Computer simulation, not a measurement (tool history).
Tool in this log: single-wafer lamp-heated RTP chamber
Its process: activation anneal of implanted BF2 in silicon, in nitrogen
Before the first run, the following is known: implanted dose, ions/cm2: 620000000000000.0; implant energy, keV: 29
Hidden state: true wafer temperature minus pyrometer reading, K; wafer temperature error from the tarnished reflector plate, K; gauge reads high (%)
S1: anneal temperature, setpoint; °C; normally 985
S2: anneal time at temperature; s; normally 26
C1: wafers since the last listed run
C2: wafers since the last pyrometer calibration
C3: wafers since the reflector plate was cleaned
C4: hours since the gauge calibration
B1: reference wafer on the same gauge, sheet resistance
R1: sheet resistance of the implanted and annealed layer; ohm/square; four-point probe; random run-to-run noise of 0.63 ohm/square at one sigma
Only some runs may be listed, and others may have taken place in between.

run	hour	S1	S2	C1	C2	C3	C4	B1	R1
1	0	995	26	0	2510	2525	36.8	244.3	215.24
2	11.2	995	26	135	2646	2661	48	244.07	216.11
3	20.1	985	26	107	2754	2769	56.9	243.59	219.16
4	26.7	962	26	79	2834	2849	63.5	243.97	233.97
5	63.8	962	26	449	3283	3298	100.6	244.22	231.93
6	73.5	971	26	117	3400	3415	110.3	244.43	225.17
7	88.6	971	26	182	3583	3598	125.4	243.88	224.61
8	98	985	26	113	3697	3712	134.8	244.06	217.6
9	106.6	985	26	104	3801	3816	143.4	243.64	216.63
10	122.7	985	26	194	3996	4011	159.5	243.5	217.19
# hour 127: gauge calibrated
11	138.9	985	26	196	4193	4207	11.9	243.49	216.7
12	154.7	985	26	191	4384	4399	27.7	244.05	215.59
13	163.9	985	26	111	4495	4510	36.9	243.77	216.79
14	180.7	1000	32	203	4699	4714	53.7	244	209.37
15	194.3	985	26	164	4863	4878	67.3	244.38	216.18
16	201.4	985	13	85	4949	4964	74.4	243.81	219.82
17	207.9	994	18	78	5028	5043	80.9	244.3	213.79
# hour 217.7: reflector plate cleaned
18	218.2	993	32	27	5056	5	91.2	244.03	212.82
19	230.9	1005	17	153	5210	159	103.9	243.89	213.64
# hour 241.9: pyrometer window cleaned and pyrometer calibrated
20	255.3	985	26	198	162	358	128.3	244.17	222.56
21	273.1	985	26	215	377	573	146.1	244.15	222.12
22	282.6	962	37	115	493	688	155.6	243.73	234.47
# hour 303.7: gauge calibrated
23	319.5	962	13	446	939	1135	15.8	244.06	245.81
24	329.4	999	26	119	1059	1255	25.7	244.06	214.62
25	342.2	985	33	155	1214	1410	38.5	244.44	219.63
26	350.1	962	26	95	1310	1506	46.4	243.84	236.91
27	367.8	985	26	214	1524	1720	64.1	243.62	221.65

Forecast each of these 3 alternatives for the next run:
A	368.2	985	26	4	1529	1725	64.5	?	?
B	368.2	985	18	4	1529	1725	64.5	?	?
C	368.2	997	36	4	1529	1725	64.5	?	?

run	B1	R1
A	244.09	221.35
B	244.09	224.25
C	244.09	213.52
Take away the tool's hidden state, keep each run's random variation, and the runs would have read:
run	R1
A	223.61
B	226.68
C	215.17
